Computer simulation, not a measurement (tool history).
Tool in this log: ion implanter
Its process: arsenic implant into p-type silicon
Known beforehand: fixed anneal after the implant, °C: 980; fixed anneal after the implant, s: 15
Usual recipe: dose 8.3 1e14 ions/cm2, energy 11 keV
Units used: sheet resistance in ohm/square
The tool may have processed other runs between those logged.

| run | hour | dose | energy | wafers since the last listed run | hours since the last dose calibration | hours since the extraction supply was calibrated | hours since the gauge calibration | read-back reference wafer on the same gauge, sheet resistance | sheet resistance |
|---|---|---|---|---|---|---|---|---|---|
| 1 | 0 | 8.3 | 11 | 0 | 1401.8 | 5263 | 230.8 | 176.99 | 194 |
| 2 | 17.5 | 8.3 | 11 | 611 | 1419.3 | 5280.5 | 248.3 | 176.95 | 193.13 |
| 3 | 26.3 | 8.3 | 11 | 307 | 1428.1 | 5289.3 | 257.1 | 176.86 | 192.59 |
| 4 | 43.4 | 8.3 | 11 | 597 | 1445.2 | 5306.4 | 274.2 | 177.18 | 192.92 |
| 5 | 53.9 | 8.3 | 11 | 366 | 1455.7 | 5316.9 | 284.7 | 177.01 | 193.32 |
| 6 | 62.5 | 7.28 | 10 | 300 | 1464.3 | 5325.5 | 293.3 | 177.14 | 207.18 |
| 7 | 80.5 | 8.3 | 11 | 628 | 1482.3 | 5343.5 | 311.3 | 176.82 | 193.09 |
| 8 | 93.6 | 8.3 | 11 | 457 | 1495.4 | 5356.6 | 324.4 | 177.08 | 194.47 |
| 9 | 100.9 | 8.3 | 11 | 255 | 1502.7 | 5363.9 | 331.7 | 177.13 | 193.39 |
| 10 | 140 | 8.3 | 11 | 1365 | 1541.8 | 5403 | 370.8 | 177.29 | 193.75 |
| 11 | 151.7 | 8.3 | 11 | 408 | 1553.5 | 5414.7 | 382.5 | 176.86 | 192.21 |
| 12 | 160.2 | 8.3 | 11 | 296 | 1562 | 5423.2 | 391 | 177.12 | 193.52 |
| 13 | 166.5 | 8.3 | 11 | 220 | 1568.3 | 5429.5 | 397.3 | 176.96 | 194.04 |
| 14 | 182.5 | 8.3 | 11 | 558 | 1584.3 | 5445.5 | 413.3 | 177.3 | 192.93 |
| 15 | 200.1 | 10.25 | 11 | 614 | 1601.9 | 5463.1 | 430.9 | 177.05 | 182.82 |
| 16 | 215.6 | 10.25 | 11 | 541 | 1617.4 | 5478.6 | 446.4 | 177 | 182.02 |
| 17 | 222.9 | 10.25 | 11 | 255 | 1624.7 | 5485.9 | 453.7 | 177.05 | 182.4 |
|  | 233.5 | extraction supply calibrated |
| 18 | 237.7 | 8.3 | 11 | 237 | 1639.5 | 4.2 | 468.5 | 176.95 | 193.68 |
| 19 | 244.4 | 8.3 | 11 | 234 | 1646.2 | 10.9 | 475.2 | 177.06 | 192.84 |
| 20 | 254.1 | 9.92 | 13.5 | 338 | 1655.9 | 20.6 | 484.9 | 176.96 | 174.09 |
| 21 | 268.2 | 8.93 | 7.5 | 492 | 1670 | 34.7 | 499 | 177.1 | 205.79 |
| 22 | 275 | 9.41 | 8.5 | 237 | 1676.8 | 41.5 | 505.8 | 177.11 | 197.36 |
| 23 | 290.8 | 8.3 | 12 | 551 | 1692.6 | 57.3 | 521.6 | 176.93 | 189.59 |
| 24 | 308 | 6.88 | 9.5 | 600 | 1709.8 | 74.5 | 538.8 | 176.99 | 213.22 |
| 25 | 324.5 | 6.63 | 13.5 | 576 | 1726.3 | 91 | 555.3 | 176.7 | 203.75 |
| 26 | 342.1 | 8.3 | 8.5 | 614 | 1743.9 | 108.6 | 572.9 | 177.09 | 204.37 |
|  | 345.3 | gauge calibrated |
|  | 354.8 | Faraday cup replaced and dose calibrated |
| 27 | 355.3 | 9.24 | 13.5 | 181 | 0.5 | 121.8 | 10 | 177.13 | 178.18 |
| 28 | 358.8 | 8.3 | 11 | 122 | 4 | 125.3 | 13.5 | 177.1 | 193.77 |
| 29 | 374.4 | 8.3 | 11 | 544 | 19.6 | 140.9 | 29.1 | 177.02 | 192.51 |
| 30 | 387.7 | 8.3 | 11 | 464 | 32.9 | 154.2 | 42.4 | 176.97 | 192.95 |
| 31 | 402.2 | 8.3 | 11 | 506 | 47.4 | 168.7 | 56.9 | 176.96 | 193.2 |
| 32 | 415.8 | 10.24 | 13 | 475 | 61 | 182.3 | 70.5 | 177.06 | 175.22 |
| 33 | 426.4 | 9.35 | 13.5 | 370 | 71.6 | 192.9 | 81.1 | 177.2 | 177.3 |
| 34 | 432.7 | 8.3 | 11 | 220 | 77.9 | 199.2 | 87.4 | 176.85 | 193.05 |
| 35 | 456.9 | 6.73 | 7.5 | 845 | 102.1 | 223.4 | 111.6 | 176.82 | 223.54 |
| 36 | 471.9 | 9.95 | 14.5 | 523 | 117.1 | 238.4 | 126.6 | 177.18 | 170.84 |
| 37 | 480.6 | 8.3 | 11 | 303 | 125.8 | 247.1 | 135.3 | 177.04 | 193.37 |

Hidden state at the last listed run before each entry between runs and at the first one after, where it differs:
In the gap between runs 17 and 18: extraction supply calibrated (hour 233.5)
  the hidden state is the same at both runs
In the gap between runs 26 and 27: gauge calibrated (hour 345.3); Faraday cup replaced and dose calibrated (hour 354.8)
  the hidden state is the same at both runs

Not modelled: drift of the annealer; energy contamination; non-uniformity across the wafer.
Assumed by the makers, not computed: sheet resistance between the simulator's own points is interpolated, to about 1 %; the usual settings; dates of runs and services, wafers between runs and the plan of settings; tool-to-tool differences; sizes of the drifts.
